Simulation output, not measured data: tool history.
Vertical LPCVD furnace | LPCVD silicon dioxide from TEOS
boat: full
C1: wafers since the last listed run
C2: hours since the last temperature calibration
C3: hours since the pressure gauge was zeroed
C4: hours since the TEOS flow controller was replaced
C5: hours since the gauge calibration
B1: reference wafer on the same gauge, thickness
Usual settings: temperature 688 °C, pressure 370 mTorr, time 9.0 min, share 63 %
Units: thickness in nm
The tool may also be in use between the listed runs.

Run 1, hour 0.0: usual settings; C1 0; C2 764.3; C3 4434.8; C4 1865.5; C5 428.8; B1 47.91. Result: thickness 58.93 nm.
Run 2, hour 46.6: usual settings; C1 687; C2 810.9; C3 4481.4; C4 1912.1; C5 475.4; B1 47.88. Result: thickness 58.59 nm.
Run 3, hour 105.5: usual settings but pressure 315 mTorr; C1 868; C2 869.8; C3 4540.3; C4 1971.0; C5 534.3; B1 47.87. Result: thickness 54.28 nm.
Run 4, hour 137.8: usual settings; C1 476; C2 902.1; C3 4572.6; C4 2003.3; C5 566.6; B1 47.88. Result: thickness 58.79 nm.
Run 5, hour 166.9: usual settings; C1 429; C2 931.2; C3 4601.7; C4 2032.4; C5 595.7; B1 47.95. Result: thickness 58.41 nm.
Run 6, hour 205.5: usual settings; C1 569; C2 969.8; C3 4640.3; C4 2071.0; C5 634.3; B1 47.91. Result: thickness 59.61 nm.
Run 7, hour 233.7: usual settings; C1 415; C2 998.0; C3 4668.5; C4 2099.2; C5 662.5; B1 47.88. Result: thickness 59.28 nm.
Run 8, hour 263.9: usual settings; C1 445; C2 1028.2; C3 4698.7; C4 2129.4; C5 692.7; B1 47.91. Result: thickness 59.17 nm.
Run 9, hour 368.6: usual settings; C1 1544; C2 1132.9; C3 4803.4; C4 2234.1; C5 797.4; B1 47.95. Result: thickness 59.41 nm.
Run 10, hour 402.2: usual settings but pressure 420 mTorr; C1 495; C2 1166.5; C3 4837.0; C4 2267.7; C5 831.0; B1 47.92. Result: thickness 63.72 nm.
At hour 489.4: pressure gauge zeroed.
Run 11, hour 489.9: usual settings but temperature 677 °C, pressure 395 mTorr, time 7.5 min, share 71 %; C1 939; C2 1254.2; C3 0.5; C4 2355.4; C5 918.7; B1 47.88. Result: thickness 41.68 nm.
At hour 519.4: gauge calibrated.
Run 12, hour 539.5: usual settings but temperature 680 °C; C1 731; C2 1303.8; C3 50.1; C4 2405.0; C5 20.1; B1 47.92. Result: thickness 49.15 nm.
At hour 593.8: TEOS flow controller replaced.
Run 13, hour 605.4: usual settings but pressure 415 mTorr, time 5.5 min; C1 617; C2 1369.7; C3 116.0; C4 11.6; C5 86.0; B1 47.98. Result: thickness 38.70 nm.
At hour 640.0: thermocouples replaced and temperature profile calibrated.
Run 14, hour 651.9: usual settings but temperature 696 °C, pressure 425 mTorr, time 7.0 min, share 68 %; C1 331; C2 11.9; C3 162.5; C4 58.1; C5 132.5; B1 47.90. Result: thickness 56.94 nm.
Run 15, hour 707.1: usual settings but pressure 315 mTorr; C1 814; C2 67.1; C3 217.7; C4 113.3; C5 187.7; B1 47.88. Result: thickness 50.91 nm.
Run 16, hour 756.2: usual settings but temperature 696 °C, pressure 345 mTorr, share 72 %; C1 724; C2 116.2; C3 266.8; C4 162.4; C5 236.8; B1 47.90. Result: thickness 69.25 nm.
Run 17, hour 790.9: usual settings but temperature 680 °C, pressure 435 mTorr, time 6.0 min, share 54 %; C1 511; C2 150.9; C3 301.5; C4 197.1; C5 271.5; B1 47.90. Result: thickness 30.81 nm.

Run 18 comes next. What will it give?
Run 18, hour 833.9: usual settings but temperature 692 °C; C1 634; C2 193.9; C3 344.5; C4 240.1; C5 314.5; B1 ?. Result: thickness ?.

{"run 18": {"B1": 47.92, "thickness": 61.6}}
Without the tool's hidden state the same run would have given thickness 59.29 nm.
